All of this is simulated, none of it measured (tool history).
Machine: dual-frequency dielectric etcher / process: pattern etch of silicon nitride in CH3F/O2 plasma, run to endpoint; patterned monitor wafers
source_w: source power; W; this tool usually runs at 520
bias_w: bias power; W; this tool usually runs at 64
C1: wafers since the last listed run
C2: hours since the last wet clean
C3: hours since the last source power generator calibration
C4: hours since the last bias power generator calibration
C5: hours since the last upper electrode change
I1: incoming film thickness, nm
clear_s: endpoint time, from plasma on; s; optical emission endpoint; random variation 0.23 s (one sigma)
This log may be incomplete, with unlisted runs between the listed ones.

Run 1, day 0: usual settings but source_w 570 W; C1 0; C2 114.1; C3 1884.1; C4 1108.5; C5 2361.1; I1 70.3. Result: clear_s 74.9 s.
Run 2, day 1.362: usual settings but bias_w 72 W; C1 305; C2 146.8; C3 1916.8; C4 1141.2; C5 2393.8; I1 71.3. Result: clear_s 74.6 s.
Run 3, day 3.771: usual settings; C1 540; C2 204.6; C3 1974.6; C4 1199; C5 2451.6; I1 70.8. Result: clear_s 77.8 s.
Run 4, day 9.046: usual settings; C1 1183; C2 331.2; C3 2101.2; C4 1325.6; C5 2578.2; I1 71.4. Result: clear_s 78.5 s.
At day 11.804: wet clean of the chamber.
Run 5, day 11.825: usual settings; C1 399; C2 0.5; C3 2167.9; C4 1392.3; C5 2644.9; I1 70.6. Result: clear_s 77.1 s.
Run 6, day 12.608: usual settings but bias_w 75 W; C1 175; C2 19.3; C3 2186.7; C4 1411.1; C5 2663.7; I1 70.9. Result: clear_s 72.7 s.
Run 7, day 13.929: usual settings but bias_w 75 W; C1 296; C2 51; C3 2218.4; C4 1442.8; C5 2695.4; I1 70.9. Result: clear_s 72.7 s.
Run 8, day 15.462: usual settings but bias_w 69 W; C1 343; C2 87.8; C3 2255.2; C4 1479.6; C5 2732.2; I1 71.3. Result: clear_s 75.8 s.
Run 9, day 17.412: usual settings but bias_w 69 W; C1 437; C2 134.6; C3 2302; C4 1526.4; C5 2779; I1 70.5. Result: clear_s 75 s.
Run 10, day 18.654: usual settings but bias_w 69 W; C1 278; C2 164.4; C3 2331.8; C4 1556.2; C5 2808.8; I1 70.7. Result: clear_s 75.5 s.
At day 18.95: source power generator calibrated.
At day 19.038: bias power generator calibrated.
Run 11, day 19.9: usual settings; C1 222; C2 194.3; C3 22.8; C4 20.7; C5 2838.7; I1 70.3. Result: clear_s 75.3 s.
Run 12, day 22.1: usual settings; C1 493; C2 247.1; C3 75.6; C4 73.5; C5 2891.5; I1 70.1. Result: clear_s 76.1 s.
Run 13, day 24.933: usual settings; C1 635; C2 315.1; C3 143.6; C4 141.5; C5 2959.5; I1 70.9. Result: clear_s 76.7 s.
Run 14, day 26.1: usual settings but source_w 470 W, bias_w 54 W; C1 261; C2 343.1; C3 171.6; C4 169.5; C5 2987.5; I1 70.8. Result: clear_s 85 s.
At day 27.95: wet clean of the chamber.
Run 15, day 27.971: usual settings; C1 195; C2 0.5; C3 216.5; C4 214.4; C5 3032.4; I1 70.9. Result: clear_s 76.3 s.
Run 16, day 28.962: usual settings but bias_w 69 W; C1 222; C2 24.3; C3 240.3; C4 238.2; C5 3056.2; I1 71.4. Result: clear_s 74.7 s.
Run 17, day 31.504: usual settings but source_w 470 W, bias_w 74 W; C1 570; C2 85.3; C3 301.3; C4 299.2; C5 3117.2; I1 70.7. Result: clear_s 74.9 s.
Run 18, day 34.154: usual settings but source_w 640 W, bias_w 74 W; C1 594; C2 148.9; C3 364.9; C4 362.8; C5 3180.8; I1 71.2. Result: clear_s 68.4 s.
At day 36.438: upper electrode replaced.
Run 19, day 36.458: usual settings; C1 292; C2 204.2; C3 420.2; C4 418.1; C5 0.5; I1 70.4. Result: clear_s 76.6 s.
Run 20, day 37.521: usual settings but source_w 630 W, bias_w 48 W; C1 238; C2 229.7; C3 445.7; C4 443.6; C5 26; I1 71. Result: clear_s 80 s.
Run 21, day 40.017: usual settings; C1 559; C2 289.6; C3 505.6; C4 503.5; C5 85.9; I1 71.5. Result: clear_s 78.2 s.
Run 22, day 42.508: usual settings but source_w 590 W, bias_w 70 W; C1 558; C2 349.4; C3 565.4; C4 563.3; C5 145.7; I1 71.6. Result: clear_s 72.4 s.
Run 23, day 44.762: usual settings but source_w 480 W, bias_w 69 W; C1 505; C2 403.5; C3 619.5; C4 617.4; C5 199.8; I1 71. Result: clear_s 77.9 s.
At day 46.225: wet clean of the chamber.
Run 24, day 46.629: usual settings but bias_w 52 W; C1 194; C2 9.7; C3 664.3; C4 662.2; C5 244.6; I1 70.4. Result: clear_s 82.2 s.
Run 25, day 48.396: usual settings but source_w 420 W, bias_w 76 W; C1 396; C2 52.1; C3 706.7; C4 704.6; C5 287; I1 71. Result: clear_s 78 s.
Run 26, day 50.538: usual settings; C1 480; C2 103.5; C3 758.1; C4 756; C5 338.4; I1 70.3. Result: clear_s 76.6 s.
Run 27, day 53.096: usual settings but bias_w 68 W; C1 573; C2 164.9; C3 819.5; C4 817.4; C5 399.8; I1 71.2. Result: clear_s 76.2 s.
Run 28, day 55.067: usual settings; C1 442; C2 212.2; C3 866.8; C4 864.7; C5 447.1; I1 70.6. Result: clear_s 77.4 s.

5 options for the next run, each taken on its own from the tool as it stands now. Forecast them:
Run A, day 55.088: usual settings; C1 4; C2 212.7; C3 867.3; C4 865.2; C5 447.6; I1 71. Result: clear_s ?.
Run B, day 55.088: usual settings but source_w 630 W, bias_w 71 W; C1 4; C2 212.7; C3 867.3; C4 865.2; C5 447.6; I1 71. Result: clear_s ?.
Run C, day 55.088: usual settings but source_w 480 W; C1 4; C2 212.7; C3 867.3; C4 865.2; C5 447.6; I1 71. Result: clear_s ?.
Run D, day 55.088: usual settings but source_w 620 W, bias_w 70 W; C1 4; C2 212.7; C3 867.3; C4 865.2; C5 447.6; I1 71. Result: clear_s ?.
Run E, day 55.088: usual settings but source_w 570 W, bias_w 58 W; C1 4; C2 212.7; C3 867.3; C4 865.2; C5 447.6; I1 71. Result: clear_s ?.

run  clear_s
  A     77.6
  B       70
  C     79.7
  D     70.7
  E     77.9
With no hidden state in the tool, these same runs would have given:
run  clear_s
  A     75.7
  B     68.2
  C     77.7
  D     68.9
  E       76
